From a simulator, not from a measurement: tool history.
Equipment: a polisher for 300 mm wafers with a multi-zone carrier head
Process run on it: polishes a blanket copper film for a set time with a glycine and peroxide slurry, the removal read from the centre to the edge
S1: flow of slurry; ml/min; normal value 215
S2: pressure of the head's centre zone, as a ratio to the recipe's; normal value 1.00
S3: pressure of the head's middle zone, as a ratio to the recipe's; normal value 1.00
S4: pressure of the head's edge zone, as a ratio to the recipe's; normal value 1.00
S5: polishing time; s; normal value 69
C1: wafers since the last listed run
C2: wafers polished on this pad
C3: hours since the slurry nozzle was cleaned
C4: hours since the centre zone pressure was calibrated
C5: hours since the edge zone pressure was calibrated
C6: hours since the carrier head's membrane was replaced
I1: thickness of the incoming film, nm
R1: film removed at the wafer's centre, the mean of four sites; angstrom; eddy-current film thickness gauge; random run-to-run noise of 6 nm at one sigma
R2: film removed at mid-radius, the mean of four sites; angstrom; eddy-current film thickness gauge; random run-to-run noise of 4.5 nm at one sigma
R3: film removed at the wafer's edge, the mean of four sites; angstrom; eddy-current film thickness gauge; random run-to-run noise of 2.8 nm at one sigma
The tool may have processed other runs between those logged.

{"run": 1, "day": 0.0, "S1": 215, "S2": 1.0, "S3": 1.0, "S4": 1.1, "S5": 69, "C1": 0, "C2": 891, "C3": 680.3, "C4": 339.5, "C5": 423.3, "C6": 1062.0, "I1": 1175.6, "R1": 3872, "R2": 3959, "R3": 4250}
{"run": 2, "day": 4.192, "S1": 215, "S2": 1.0, "S3": 1.0, "S4": 1.0, "S5": 69, "C1": 1315, "C2": 2206, "C3": 780.9, "C4": 440.1, "C5": 523.9, "C6": 1162.6, "I1": 1196.0, "R1": 3802, "R2": 3951, "R3": 3819}
{"day": 7.462, "done": "slurry nozzle cleaned"}
{"day": 8.725, "done": "worn pad replaced by a new one"}
{"run": 3, "day": 16.317, "S1": 215, "S2": 1.0, "S3": 1.0, "S4": 1.0, "S5": 69, "C1": 3740, "C2": 2382, "C3": 212.5, "C4": 731.1, "C5": 814.9, "C6": 1453.6, "I1": 1160.6, "R1": 3686, "R2": 3860, "R3": 3853}
{"day": 16.712, "done": "centre zone pressure recalibrated"}
{"run": 4, "day": 20.142, "S1": 215, "S2": 1.0, "S3": 1.0, "S4": 1.0, "S5": 54, "C1": 1174, "C2": 3557, "C3": 304.3, "C4": 82.3, "C5": 906.7, "C6": 1545.4, "I1": 1187.6, "R1": 2929, "R2": 3013, "R3": 2997}
{"run": 5, "day": 21.688, "S1": 215, "S2": 1.0, "S3": 1.0, "S4": 1.04, "S5": 86, "C1": 485, "C2": 4042, "C3": 341.4, "C4": 119.4, "C5": 943.8, "C6": 1582.5, "I1": 1199.9, "R1": 4696, "R2": 4784, "R3": 4832}
{"day": 23.996, "done": "worn pad replaced by a new one"}
{"run": 6, "day": 24.912, "S1": 215, "S2": 1.0, "S3": 1.0, "S4": 1.0, "S5": 69, "C1": 959, "C2": 288, "C3": 418.8, "C4": 196.8, "C5": 1021.2, "C6": 1659.9, "I1": 1190.4, "R1": 3993, "R2": 4190, "R3": 4137}
{"run": 7, "day": 27.438, "S1": 215, "S2": 1.0, "S3": 1.0, "S4": 1.0, "S5": 69, "C1": 792, "C2": 1080, "C3": 479.4, "C4": 257.4, "C5": 1081.8, "C6": 1720.5, "I1": 1170.9, "R1": 3897, "R2": 4048, "R3": 3992}
{"run": 8, "day": 30.812, "S1": 215, "S2": 1.0, "S3": 1.0, "S4": 1.0, "S5": 69, "C1": 1059, "C2": 2140, "C3": 560.4, "C4": 338.4, "C5": 1162.8, "C6": 1801.5, "I1": 1159.1, "R1": 3758, "R2": 3873, "R3": 3878}
{"run": 9, "day": 34.833, "S1": 245, "S2": 1.1, "S3": 1.0, "S4": 1.0, "S5": 69, "C1": 1262, "C2": 3402, "C3": 656.9, "C4": 434.9, "C5": 1259.3, "C6": 1898.0, "I1": 1185.1, "R1": 4077, "R2": 3882, "R3": 3831}
{"run": 10, "day": 38.6, "S1": 215, "S2": 1.0, "S3": 1.0, "S4": 1.07, "S5": 69, "C1": 1182, "C2": 4584, "C3": 747.3, "C4": 525.3, "C5": 1349.7, "C6": 1988.4, "I1": 1174.2, "R1": 3709, "R2": 3787, "R3": 3903}
{"day": 38.875, "done": "worn pad replaced by a new one"}
{"day": 38.896, "done": "carrier head's membrane replaced by a new one, of another model than before"}
{"run": 11, "day": 41.871, "S1": 215, "S2": 1.0, "S3": 1.0, "S4": 1.0, "S5": 69, "C1": 968, "C2": 934, "C3": 825.8, "C4": 603.8, "C5": 1428.2, "C6": 71.4, "I1": 1173.6, "R1": 3853, "R2": 4069, "R3": 4062}
{"run": 12, "day": 45.421, "S1": 235, "S2": 1.0, "S3": 1.0, "S4": 1.0, "S5": 69, "C1": 1114, "C2": 2048, "C3": 911.0, "C4": 689.0, "C5": 1513.4, "C6": 156.6, "I1": 1191.9, "R1": 3671, "R2": 3948, "R3": 3939}
{"day": 46.279, "done": "centre zone pressure recalibrated"}
{"day": 49.575, "done": "slurry nozzle cleaned"}
{"run": 13, "day": 49.629, "S1": 215, "S2": 0.93, "S3": 1.0, "S4": 1.0, "S5": 69, "C1": 1281, "C2": 3330, "C3": 1.3, "C4": 80.4, "C5": 1614.4, "C6": 257.6, "I1": 1195.9, "R1": 3280, "R2": 3866, "R3": 3829}
{"day": 50.667, "done": "edge zone pressure recalibrated"}
{"day": 51.488, "done": "worn pad replaced by a new one"}
{"run": 14, "day": 53.65, "S1": 215, "S2": 1.08, "S3": 0.96, "S4": 1.0, "S5": 61, "C1": 1183, "C2": 679, "C3": 97.8, "C4": 176.9, "C5": 71.6, "C6": 354.1, "I1": 1181.7, "R1": 3762, "R2": 3471, "R3": 3575}
{"run": 15, "day": 62.425, "S1": 215, "S2": 1.0, "S3": 1.0, "S4": 1.0, "S5": 69, "C1": 2754, "C2": 3433, "C3": 308.4, "C4": 387.5, "C5": 282.2, "C6": 564.7, "I1": 1194.1, "R1": 3698, "R2": 3804, "R3": 3776}
{"day": 63.771, "done": "worn pad replaced by a new one"}
{"run": 16, "day": 66.675, "S1": 215, "S2": 0.94, "S3": 1.0, "S4": 1.0, "S5": 69, "C1": 1281, "C2": 911, "C3": 410.4, "C4": 489.5, "C5": 384.2, "C6": 666.7, "I1": 1182.4, "R1": 3534, "R2": 4039, "R3": 4006}

Alternative continuations, all from the tool just after run 16; predict every row:
{"run": "A", "day": 66.692, "S1": 215, "S2": 1.0, "S3": 1.0, "S4": 1.0, "S5": 69, "C1": 5, "C2": 916, "C3": 410.8, "C4": 489.9, "C5": 384.6, "C6": 667.1, "I1": 1188.2, "R1": "?", "R2": "?", "R3": "?"}
{"run": "B", "day": 66.692, "S1": 170, "S2": 1.0, "S3": 0.93, "S4": 1.0, "S5": 69, "C1": 5, "C2": 916, "C3": 410.8, "C4": 489.9, "C5": 384.6, "C6": 667.1, "I1": 1188.2, "R1": "?", "R2": "?", "R3": "?"}
{"run": "C", "day": 66.692, "S1": 215, "S2": 0.89, "S3": 1.0, "S4": 1.0, "S5": 69, "C1": 5, "C2": 916, "C3": 410.8, "C4": 489.9, "C5": 384.6, "C6": 667.1, "I1": 1188.2, "R1": "?", "R2": "?", "R3": "?"}
{"run": "D", "day": 66.692, "S1": 235, "S2": 0.97, "S3": 1.09, "S4": 1.0, "S5": 78, "C1": 5, "C2": 916, "C3": 410.8, "C4": 489.9, "C5": 384.6, "C6": 667.1, "I1": 1188.2, "R1": "?", "R2": "?", "R3": "?"}

run=A R1=3980 R2=3949 R3=4012
run=B R1=3874 R2=3563 R3=3946
run=C R1=3330 R2=3952 R3=4012
run=D R1=4343 R2=4942 R3=4557
Take away the tool's hidden state, keep each run's random variation, and the runs would have read:
run=A R1=4242 R2=4208 R3=4276
run=B R1=4128 R2=3798 R3=4206
run=C R1=3549 R2=4212 R3=4276
run=D R1=4628 R2=5267 R3=4856
